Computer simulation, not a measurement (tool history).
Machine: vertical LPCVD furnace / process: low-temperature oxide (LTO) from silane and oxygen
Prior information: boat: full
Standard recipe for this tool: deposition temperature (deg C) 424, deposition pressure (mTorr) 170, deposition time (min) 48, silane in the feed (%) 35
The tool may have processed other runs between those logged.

run	hour	deposition temperature (deg C)	deposition pressure (mTorr)	deposition time (min)	silane in the feed (%)	read-back reference wafer on the same gauge, thickness	film thickness on the monitor wafer in the middle of the boat (angstrom)
1	0	424	170	48	35	325.11	3153.6
2	35.5	424	170	48	35	324.99	3154.6
3	41.8	424	135	48	35	324.89	2483.5
4	57.2	424	170	48	35	324.99	3152.3
5	68.3	424	170	48	35	325	3152.1
6	79.9	424	170	48	35	325.08	3159.8
7	94.9	424	170	48	35	324.94	3151.6
# hour 98.5: gauge calibrated
8	111	424	170	48	35	325.04	3158.7
# hour 145.1: silane flow controller replaced
9	145.6	424	170	48	35	325.07	3345.1
10	149.7	424	170	48	35	325.02	3348
11	153.8	424	170	48	35	324.95	3336.5
12	162.9	424	170	48	35	324.85	3336.7
13	176.5	424	170	48	35	324.96	3340
14	191.5	413	170	48	30	325.01	2403.9
15	206.5	424	135	48	35	324.98	2620.1
# hour 246.3: thermocouples replaced and temperature profile calibrated
16	246.8	424	170	48	35	325.02	3331.9
17	250.9	413	150	48	35	324.99	2598.6
# hour 275.8: pressure gauge zeroed
18	276.3	429	135	48	29	324.97	2256.9
19	280.4	412	170	48	35	325.01	3072.8
20	285.7	428	170	48	38	325.07	4003.6
21	302.4	424	135	48	35	325.02	2759.2
22	310.5	428	180	48	35	324.88	3837.3
23	326.7	424	170	48	35	324.95	3480.1
24	337	424	170	48	35	324.94	3467.1
25	344.9	418	190	61	41	324.94	5581
26	362.8	424	170	63.5	35	325	4592.7
27	373.1	424	170	48	29	324.95	2685.7
28	384.4	424	170	55	35	325.02	3967.6
29	391.3	419	130	58	35	325.19	3021.1
30	415.4	431	195	32	31	325.12	2426.2
31	429.8	424	170	48	35	325.05	3439.5

For each run, what was the tool's unlogged condition?
true tube temperature minus thermocouple reading, K: 0 at every run
gauge reads high (%): 0 at every run
H1: true pressure minus gauge reading, mTorr
H2: deviation of the silane flow from its setpoint, %
run	H1	H2
1	-7.64	-6.37
2	-7.66	-6.38
3	-7.67	-6.38
4	-7.67	-6.38
5	-7.68	-6.38
6	-7.69	-6.39
7	-7.69	-6.39
8	-7.7	-6.39
9	-7.72	0.37
10	-7.72	0.353
11	-7.72	0.336
12	-7.73	0.299
13	-7.73	0.244
14	-7.74	0.185
15	-7.75	0.125
16	-7.76	-0.0311
17	-7.77	-0.0468
18	-0.287	-0.143
19	-0.313	-0.158
20	-0.347	-0.178
21	-0.453	-0.24
22	-0.504	-0.27
23	-0.605	-0.329
24	-0.669	-0.367
25	-0.718	-0.395
26	-0.827	-0.459
27	-0.889	-0.496
28	-0.956	-0.535
29	-0.997	-0.56
30	-1.14	-0.643
31	-1.22	-0.692

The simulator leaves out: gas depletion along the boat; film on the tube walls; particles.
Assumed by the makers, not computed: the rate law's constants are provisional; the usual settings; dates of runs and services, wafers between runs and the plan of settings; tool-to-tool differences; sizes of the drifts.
